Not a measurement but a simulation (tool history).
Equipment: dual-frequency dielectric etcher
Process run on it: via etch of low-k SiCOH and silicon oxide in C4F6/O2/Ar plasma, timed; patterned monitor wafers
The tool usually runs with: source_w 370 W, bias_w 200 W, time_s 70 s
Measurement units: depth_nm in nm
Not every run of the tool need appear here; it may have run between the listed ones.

run   hour  source_w  bias_w  time_s  wafers since the last listed run  hours since the last wet clean  hours since the last source power generator calibration  hours since the last bias power generator calibration  hours since the last upper electrode change  hours since the gauge calibration  read-back reference wafer on the same gauge, depth_nm  depth_nm
  1      0       370     200      70                                 0                             305                                                   2244.8                                                 4119.2                                       3956.3                               96.7                                                  146.1     182.7
  2    9.3       370     200      70                               152                           314.3                                                   2254.1                                                 4128.5                                       3965.6                                106                                                  146.6     181.3
  3   24.2       370     178      70                               244                           329.2                                                     2269                                                 4143.4                                       3980.5                              120.9                                                  146.2     176.5
  4   35.2       370     178      70                               180                           340.2                                                     2280                                                 4154.4                                       3991.5                              131.9                                                  146.1     177.5
      65.3  -- upper electrode replaced
  5   65.8       370     178      70                               108                           370.8                                                   2310.6                                                   4185                                          0.5                              162.5                                                  145.7     177.8
  6   67.9       370     200      70                                34                           372.9                                                   2312.7                                                 4187.1                                          2.6                              164.6                                                  146.1     182.8
      83.3  -- bias power generator calibrated
  7   83.8       370     200      70                               195                           388.8                                                   2328.6                                                    0.5                                         18.5                              180.5                                                  145.9     182.5
      97.9  -- source power generator calibrated
      98.2  -- gauge calibrated
  8   98.4       370     168      70                               173                           403.4                                                      0.5                                                   15.1                                         33.1                                0.2                                                  145.9     175.2
     126.8  -- wet clean of the chamber
  9  127.3       370     200      70                                80                             0.5                                                     29.4                                                     44                                           62                               29.1                                                  146.3     180.9
 10  127.6       280     221      85                                 4                             0.8                                                     29.7                                                   44.3                                         62.3                               29.4                                                  146.3     206.2
 11  138.1       430     183      51                               172                            11.3                                                     40.2                                                   54.8                                         72.8                               39.9                                                  145.6     136.2
 12    145       400     171    59.5                               113                            18.2                                                     47.1                                                   61.7                                         79.7                               46.8                                                    146       155
 13  158.9       370     200      70                               228                            32.1                                                       61                                                   75.6                                         93.6                               60.7                                                  145.5     182.7
 14    171       370     173      70                               198                            44.2                                                     73.1                                                   87.7                                        105.7                               72.8                                                  145.9     176.9
 15  184.3       410     183    84.5                               218                            57.5                                                     86.4                                                    101                                          119                               86.1                                                  145.5       224
 16  190.7       420     172      79                               104                            63.9                                                     92.8                                                  107.4                                        125.4                               92.5                                                  146.2     207.4
 17  198.3       370     200    62.5                               124                            71.5                                                    100.4                                                    115                                          133                              100.1                                                  145.9     163.2

Below are 5 alternative next runs, each starting from the tool's condition after run 17. Predict each:
  A  198.7       370     184      70                                 6                            71.9                                                    100.8                                                  115.4                                        133.4                              100.5                                                      ?         ?
  B  198.7       370     224      70                                 6                            71.9                                                    100.8                                                  115.4                                        133.4                              100.5                                                      ?         ?
  C  198.7       410     245      80                                 6                            71.9                                                    100.8                                                  115.4                                        133.4                              100.5                                                      ?         ?
  D  198.7       290     200      70                                 6                            71.9                                                    100.8                                                  115.4                                        133.4                              100.5                                                      ?         ?
  E  198.7       400     233      55                                 6                            71.9                                                    100.8                                                  115.4                                        133.4                              100.5                                                      ?         ?

run  read-back reference wafer on the same gauge, depth_nm  depth_nm
  A                                                    146     179.4
  B                                                    146     187.8
  C                                                    146     227.1
  D                                                    146     168.5
  E                                                    146     152.9
The same runs, with their run-to-run variation unchanged, on a tool lacking any hidden condition would have given:
run  depth_nm
  A     179.4
  B     187.8
  C     227.1
  D     168.5
  E     152.9
